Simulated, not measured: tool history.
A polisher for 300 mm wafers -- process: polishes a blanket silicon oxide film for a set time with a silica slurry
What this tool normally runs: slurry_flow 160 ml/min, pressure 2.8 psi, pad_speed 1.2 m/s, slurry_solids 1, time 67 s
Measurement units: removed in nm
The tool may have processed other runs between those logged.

| run | hour | slurry_flow | pressure | pad_speed | slurry_solids | time | incoming thickness of the incoming film, nm | removed |
|---|---|---|---|---|---|---|---|---|
| 1 | 0 | 160 | 2.8 | 1.2 | 1 | 67 | 1188.5 | 128.8 |
| 2 | 14.8 | 160 | 2.8 | 1.2 | 1 | 67 | 1198.1 | 127.3 |
| 3 | 25.5 | 160 | 2.8 | 1.2 | 1 | 67 | 1184.6 | 125.3 |
| 4 | 33.8 | 160 | 2.8 | 1.2 | 1 | 67 | 1209.1 | 127.6 |
| 5 | 46.9 | 160 | 2.8 | 1.2 | 1 | 67 | 1195.5 | 124 |
| 6 | 54.6 | 160 | 2.8 | 1.2 | 1.15 | 67 | 1212.4 | 130.5 |
| 7 | 70.9 | 160 | 2.4 | 1.2 | 1 | 67 | 1181.9 | 103.5 |
| 8 | 80.3 | 160 | 2.4 | 1.2 | 1 | 67 | 1188.8 | 100.7 |
|  | 88.4 | worn pad replaced by a new one |
|  | 90.4 | head pressure recalibrated |
| 9 | 92.4 | 160 | 2.8 | 1.2 | 0.9 | 67 | 1200.1 | 108.7 |
| 10 | 116.4 | 160 | 2.8 | 1.2 | 1.2 | 67 | 1192.5 | 121.8 |
|  | 124.6 | slurry nozzle cleaned |
| 11 | 133.1 | 200 | 2.1 | 1.52 | 1 | 67 | 1223.3 | 122.4 |
| 12 | 149.8 | 160 | 2.8 | 1.2 | 1 | 67 | 1185.7 | 127.9 |
| 13 | 167.6 | 160 | 2.8 | 1.2 | 0.85 | 67 | 1195.3 | 117.1 |
| 14 | 174.8 | 160 | 2.5 | 1.2 | 0.85 | 74 | 1179.5 | 115.4 |
|  | 184.3 | slurry blender recalibrated |
|  | 196.4 | worn pad replaced by a new one |
| 15 | 214.3 | 160 | 2.8 | 1.2 | 1 | 75 | 1177.4 | 134.6 |
|  | 222.7 | conditioning disc replaced and pad reconditioned |
| 16 | 231.5 | 190 | 2.5 | 1.2 | 1 | 77 | 1197.2 | 147.3 |
| 17 | 248.7 | 160 | 2.8 | 1.2 | 0.9 | 67 | 1180.2 | 129.1 |
| 18 | 260.8 | 160 | 2.8 | 1.2 | 1 | 67 | 1200.7 | 132.9 |
| 19 | 276.8 | 160 | 2.8 | 1.2 | 1 | 67 | 1202.7 | 132.7 |
|  | 284.8 | worn pad replaced by a new one |
| 20 | 285.3 | 210 | 3.6 | 1 | 0.9 | 67 | 1205 | 144.6 |
| 21 | 296.1 | 160 | 3.1 | 1.2 | 1 | 79 | 1194.2 | 169.2 |
| 22 | 316.9 | 195 | 2.8 | 1 | 1.25 | 87 | 1223.2 | 170 |
| 23 | 331.9 | 160 | 2.3 | 1.2 | 0.9 | 55 | 1185.4 | 80 |
| 24 | 344.2 | 190 | 2.8 | 1.02 | 1 | 67 | 1188 | 114 |
| 25 | 351.3 | 160 | 3.2 | 1.2 | 0.8 | 59 | 1190.3 | 107.8 |
|  | 367.2 | slurry nozzle cleaned |
| 26 | 390.3 | 160 | 2.8 | 0.82 | 1 | 67 | 1220.9 | 102.7 |
|  | 396.7 | worn pad replaced by a new one |
| 27 | 406.5 | 115 | 2.8 | 1.2 | 0.7 | 67 | 1203.2 | 101.5 |

Below are 3 alternative next runs, each starting from the tool's condition after run 27. Predict each:
| A | 406.9 | 160 | 2.8 | 1.2 | 1 | 67 | 1205.9 | ? |
| B | 406.9 | 160 | 2.2 | 1.32 | 1 | 67 | 1205.9 | ? |
| C | 406.9 | 160 | 3.8 | 1.34 | 1 | 53 | 1205.9 | ? |

| run | removed |
|---|---|
| A | 137.4 |
| B | 116.8 |
| C | 159.9 |
Had the tool no hidden state, the same runs would have come out as:
| run | removed |
|---|---|
| A | 143.5 |
| B | 121.7 |
| C | 168.3 |
